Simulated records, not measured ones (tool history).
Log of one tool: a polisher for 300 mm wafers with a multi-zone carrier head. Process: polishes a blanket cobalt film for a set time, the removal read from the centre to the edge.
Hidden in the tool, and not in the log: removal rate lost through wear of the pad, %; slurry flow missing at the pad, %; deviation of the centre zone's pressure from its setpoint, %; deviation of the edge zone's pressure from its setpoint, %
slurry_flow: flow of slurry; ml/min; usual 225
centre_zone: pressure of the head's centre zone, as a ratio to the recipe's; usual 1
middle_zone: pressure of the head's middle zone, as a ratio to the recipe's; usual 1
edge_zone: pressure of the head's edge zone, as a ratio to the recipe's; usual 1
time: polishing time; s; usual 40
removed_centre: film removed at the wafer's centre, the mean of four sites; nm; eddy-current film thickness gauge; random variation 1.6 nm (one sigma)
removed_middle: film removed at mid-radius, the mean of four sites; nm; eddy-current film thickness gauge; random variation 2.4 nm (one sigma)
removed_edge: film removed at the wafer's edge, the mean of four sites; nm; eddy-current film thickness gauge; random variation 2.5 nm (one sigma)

run	hour	slurry_flow	centre_zone	middle_zone	edge_zone	time	wafers since the last listed run	wafers polished on this pad	hours since the slurry nozzle was cleaned	hours since the centre zone pressure was calibrated	hours since the edge zone pressure was calibrated	hours since the carrier head's membrane was replaced	incoming thickness of the incoming film, nm	removed_centre	removed_middle	removed_edge
1	0	225	1	1	1.06	40	0	1022	151.2	716.3	1143.2	1864.5	710.6	229.7	245	261.1
2	8.8	225	1	1	1.06	40	74	1097	160	725.1	1152	1873.3	696.8	225.6	247	254.5
3	16.4	225	1	1	1	40	64	1161	167.6	732.7	1159.6	1880.9	714.7	228.8	246.8	253.7
4	25.4	225	1	1	1	40	76	1238	176.6	741.7	1168.6	1889.9	696.4	229.7	246.9	248.5
# hour 32.9: worn pad replaced by a new one
5	41.5	225	1	1	0.97	40	102	72	192.7	757.8	1184.7	1906	697.1	226.4	244.4	246.5
6	55.7	225	1	1	0.97	40	120	193	206.9	772	1198.9	1920.2	698.2	227.1	246.7	246
7	66.8	225	1	1	0.97	40	94	287	218	783.1	1210	1931.3	692.4	225.4	243.5	243.5
8	83.6	170	1	1	1.05	40	142	430	234.8	799.9	1226.8	1948.1	697.6	213.7	230.8	241.5
9	99.5	170	1	1	1.05	40	135	565	250.7	815.8	1242.7	1964	710	214.9	234.8	246.1
10	114.5	225	1	1	1	40	127	693	265.7	830.8	1257.7	1979	706.8	228.5	248.8	250.6
11	125.3	225	1	1	1	29	91	785	276.5	841.6	1268.5	1989.8	696.3	163.5	176.6	180.2
12	133.8	225	1.03	1	1	40	72	857	285	850.1	1277	1998.3	705.3	231.5	247	248.3
13	142.1	225	0.93	1	1	40	70	928	293.3	858.4	1285.3	2006.6	702.7	210.9	243.5	248.9
# hour 144.3: centre zone pressure recalibrated
# hour 182.1: edge zone pressure recalibrated
# hour 183.7: worn pad replaced by a new one
14	189.5	225	0.93	1	1	52	355	49	340.7	45.2	7.4	2054	692.3	334.7	320.9	320.4
# hour 194.3: centre zone pressure recalibrated, repeated, since the last time left the tool worse
# hour 197.1: slurry nozzle cleaned
# hour 202.2: carrier head's membrane replaced by a new one
15	202.8	225	1.08	1	1	51	45	94	5.7	8.5	20.7	0.6	699.5	331	319.9	313.1
16	214.9	225	1	1	1	40	102	197	17.8	20.6	32.8	12.7	711	240.7	248.3	248.7
17	232.6	285	1	1	1.06	36	150	348	35.5	38.3	50.5	30.4	705.7	223.5	229.6	232
18	247	300	1.11	1	1	53	122	470	49.9	52.7	64.9	44.8	699.8	362.2	336.8	336
19	255.1	225	0.95	0.97	0.89	40	68	539	58	60.8	73	52.9	706.8	232.4	238.5	236.2

Forecast each of these 5 alternatives for the next run:
A	255.5	290	1	1	1	40	3	542	58.4	61.2	73.4	53.3	705.6	?	?	?
B	255.5	265	0.88	1	1	40	3	542	58.4	61.2	73.4	53.3	705.6	?	?	?
C	255.5	225	1	1	0.94	40	3	542	58.4	61.2	73.4	53.3	705.6	?	?	?
D	255.5	270	1.04	1	1.05	40	3	542	58.4	61.2	73.4	53.3	705.6	?	?	?
E	255.5	225	1.1	1	1.08	27	3	542	58.4	61.2	73.4	53.3	705.6	?	?	?

run	removed_centre	removed_middle	removed_edge
A	250.1	254.4	249.9
B	221.1	252	248
C	241.6	246.6	237
D	256.8	252.4	254.4
E	177.5	166.4	171.1
Without the tool's hidden state the same runs would have given:
run	removed_centre	removed_middle	removed_edge
A	250.6	254.4	249.9
B	221.5	252	248
C	242.1	246.6	237
D	257.2	252.4	254.4
E	177.9	166.4	171.1
